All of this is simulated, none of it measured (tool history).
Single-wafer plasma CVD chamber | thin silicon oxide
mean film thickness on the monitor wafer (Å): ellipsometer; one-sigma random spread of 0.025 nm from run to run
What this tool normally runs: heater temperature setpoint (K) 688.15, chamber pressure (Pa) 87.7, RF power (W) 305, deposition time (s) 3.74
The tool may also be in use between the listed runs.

run     day  heater temperature setpoint (K)  chamber pressure (Pa)  RF power (W)  deposition time (s)  read-back reference wafer on the same gauge, thickness_nm  mean film thickness on the monitor wafer (Å)
  1       0                           688.15                  102.5           305                 3.74                                                      6.489                                         65.28
  2   1.167                           688.15                  102.5           305                 3.74                                                      6.492                                         65.31
  3   2.138                           688.15                   99.5           305                 3.74                                                      6.494                                         63.33
  4   3.625                           688.15                   99.5           305                 3.74                                                      6.489                                         62.75
  5   4.688                           688.15                   87.7           305                 3.74                                                      6.489                                         55.64
  6   5.808                           688.15                   87.7           305                 3.74                                                      6.486                                         54.76
  7   6.767                           688.15                   87.7           305                 3.74                                                      6.495                                            55
  8   7.575                           688.15                   87.7           260                 3.74                                                      6.486                                          48.6
  9   8.183                           683.15                   87.7           305                 3.74                                                      6.486                                         55.41
      8.708  -- thermocouple changed; heater temperature recalibrated
      8.783  -- showerhead replaced
 10   8.829                           688.15                   87.7           305                 3.74                                                      6.495                                         54.98
      9.767  -- gauge calibrated
     10.346  -- capacitance manometer re-zeroed and calibrated
     10.996  -- RF generator calibrated
 11  13.154                           688.15                  102.5           305                 3.74                                                      6.493                                          70.1
 12  13.979                           680.15                    108           265                 3.12                                                      6.487                                         54.92
 13  15.233                           688.15                  101.2           305                 3.47                                                      6.488                                         63.68
 14  16.483                           688.15                   87.7           245                    4                                                      6.491                                         53.41
 15  17.538                           695.15                   67.3           305                 3.74                                                      6.491                                         46.16

3 options for the next run, each taken on its own from the tool as it stands now. Forecast them:
  A  17.554                           688.15                   87.7           265                 3.74                                                          ?                                             ?
  B  17.554                           673.15                   87.7           345                 3.94                                                          ?                                             ?
  C  17.554                           688.15                   69.5           265                 3.74                                                          ?                                             ?

run  read-back reference wafer on the same gauge, thickness_nm  mean film thickness on the monitor wafer (Å)
  A                                                      6.494                                         54.05
  B                                                      6.494                                         69.31
  C                                                      6.494                                         42.74
Without the tool's hidden state the same runs would have given:
run  mean film thickness on the monitor wafer (Å)
  A                                         54.42
  B                                         69.77
  C                                         43.04
